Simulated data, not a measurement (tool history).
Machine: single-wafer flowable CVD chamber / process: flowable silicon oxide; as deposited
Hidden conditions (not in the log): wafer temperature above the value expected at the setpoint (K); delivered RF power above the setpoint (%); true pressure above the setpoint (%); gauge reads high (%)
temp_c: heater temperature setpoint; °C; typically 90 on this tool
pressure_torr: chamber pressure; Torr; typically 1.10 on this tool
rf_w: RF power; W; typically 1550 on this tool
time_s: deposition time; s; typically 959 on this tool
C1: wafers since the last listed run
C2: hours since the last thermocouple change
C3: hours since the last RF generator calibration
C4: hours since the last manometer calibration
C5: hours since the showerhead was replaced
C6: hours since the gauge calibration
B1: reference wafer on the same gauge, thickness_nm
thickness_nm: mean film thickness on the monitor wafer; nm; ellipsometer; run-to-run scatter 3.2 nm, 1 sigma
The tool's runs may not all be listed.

run 1 hour=0.0 | temp_c=90 pressure_torr=1.10 rf_w=1550 time_s=884 | C1=0 C2=60.4 C3=2291.2 C4=1362.5 C5=8008.2 C6=527.7 | B1=1210.273 | thickness_nm=1048.191
run 2 hour=13.5 | temp_c=90 pressure_torr=1.10 rf_w=1550 time_s=884 | C1=18 C2=73.9 C3=2304.7 C4=1376.0 C5=8021.7 C6=541.2 | B1=1209.848 | thickness_nm=1047.528
run 3 hour=22.2 | temp_c=90 pressure_torr=0.96 rf_w=1550 time_s=959 | C1=11 C2=82.6 C3=2313.4 C4=1384.7 C5=8030.4 C6=549.9 | B1=1210.497 | thickness_nm=1031.011
run 4 hour=36.5 | temp_c=90 pressure_torr=0.96 rf_w=1550 time_s=959 | C1=19 C2=96.9 C3=2327.7 C4=1399.0 C5=8044.7 C6=564.2 | B1=1210.156 | thickness_nm=1034.478
run 5 hour=53.9 | temp_c=100 pressure_torr=1.34 rf_w=1550 time_s=959 | C1=23 C2=114.3 C3=2345.1 C4=1416.4 C5=8062.1 C6=581.6 | B1=1209.403 | thickness_nm=963.417
run 6 hour=65.0 | temp_c=98 pressure_torr=0.86 rf_w=1700 time_s=1052 | C1=14 C2=125.4 C3=2356.2 C4=1427.5 C5=8073.2 C6=592.7 | B1=1209.904 | thickness_nm=848.932
run 7 hour=105.5 | temp_c=90 pressure_torr=1.10 rf_w=1475 time_s=959 | C1=54 C2=165.9 C3=2396.7 C4=1468.0 C5=8113.7 C6=633.2 | B1=1210.269 | thickness_nm=1118.316
run 8 hour=116.8 | temp_c=90 pressure_torr=1.32 rf_w=1730 time_s=959 | C1=15 C2=177.2 C3=2408.0 C4=1479.3 C5=8125.0 C6=644.5 | B1=1210.904 | thickness_nm=1306.620
run 9 hour=133.2 | temp_c=90 pressure_torr=1.10 rf_w=1550 time_s=959 | C1=22 C2=193.6 C3=2424.4 C4=1495.7 C5=8141.4 C6=660.9 | B1=1208.968 | thickness_nm=1136.064
run 10 hour=139.8 | temp_c=76 pressure_torr=1.28 rf_w=1845 time_s=860 | C1=8 C2=200.2 C3=2431.0 C4=1502.3 C5=8148.0 C6=667.5 | B1=1209.428 | thickness_nm=1673.054
-- hour=144.5 gauge calibrated
run 11 hour=148.3 | temp_c=90 pressure_torr=0.96 rf_w=1550 time_s=959 | C1=11 C2=208.7 C3=2439.5 C4=1510.8 C5=8156.5 C6=3.8 | B1=1209.460 | thickness_nm=1032.923
run 12 hour=158.8 | temp_c=90 pressure_torr=1.10 rf_w=1550 time_s=862 | C1=14 C2=219.2 C3=2450.0 C4=1521.3 C5=8167.0 C6=14.3 | B1=1209.210 | thickness_nm=1021.041
run 13 hour=172.3 | temp_c=90 pressure_torr=1.10 rf_w=1550 time_s=959 | C1=18 C2=232.7 C3=2463.5 C4=1534.8 C5=8180.5 C6=27.8 | B1=1210.511 | thickness_nm=1125.438
run 14 hour=189.4 | temp_c=90 pressure_torr=0.94 rf_w=1550 time_s=959 | C1=23 C2=249.8 C3=2480.6 C4=1551.9 C5=8197.6 C6=44.9 | B1=1208.864 | thickness_nm=1012.648
run 15 hour=200.0 | temp_c=100 pressure_torr=1.10 rf_w=1550 time_s=1086 | C1=14 C2=260.4 C3=2491.2 C4=1562.5 C5=8208.2 C6=55.5 | B1=1210.114 | thickness_nm=959.227
run 16 hour=210.1 | temp_c=90 pressure_torr=1.21 rf_w=1550 time_s=959 | C1=13 C2=270.5 C3=2501.3 C4=1572.6 C5=8218.3 C6=65.6 | B1=1210.551 | thickness_nm=1206.548
-- hour=220.7 RF generator calibrated
run 17 hour=221.2 | temp_c=76 pressure_torr=1.10 rf_w=1550 time_s=861 | C1=4 C2=281.6 C3=0.5 C4=1583.7 C5=8229.4 C6=76.7 | B1=1209.498 | thickness_nm=1460.004
-- hour=231.6 showerhead replaced
-- hour=255.0 capacitance manometer re-zeroed and calibrated
run 18 hour=257.9 | temp_c=90 pressure_torr=0.87 rf_w=1550 time_s=870 | C1=27 C2=318.3 C3=37.2 C4=2.9 C5=26.3 C6=113.4 | B1=1211.220 | thickness_nm=940.283
run 19 hour=269.1 | temp_c=101 pressure_torr=1.33 rf_w=1550 time_s=959 | C1=15 C2=329.5 C3=48.4 C4=14.1 C5=37.5 C6=124.6 | B1=1209.531 | thickness_nm=984.192
run 20 hour=278.6 | temp_c=90 pressure_torr=1.10 rf_w=1655 time_s=857 | C1=12 C2=339.0 C3=57.9 C4=23.6 C5=47.0 C6=134.1 | B1=1210.898 | thickness_nm=1087.706

Run 21 comes next. What will it give?
run 21 hour=287.4 | temp_c=100 pressure_torr=1.34 rf_w=1550 time_s=959 | C1=11 C2=347.8 C3=66.7 C4=32.4 C5=55.8 C6=142.9 | B1=? | thickness_nm=?

Logged for run 21: B1 1210.307, thickness_nm 1023.286 nm.
Without the tool's hidden state the same run would have given thickness_nm 1030.695 nm.
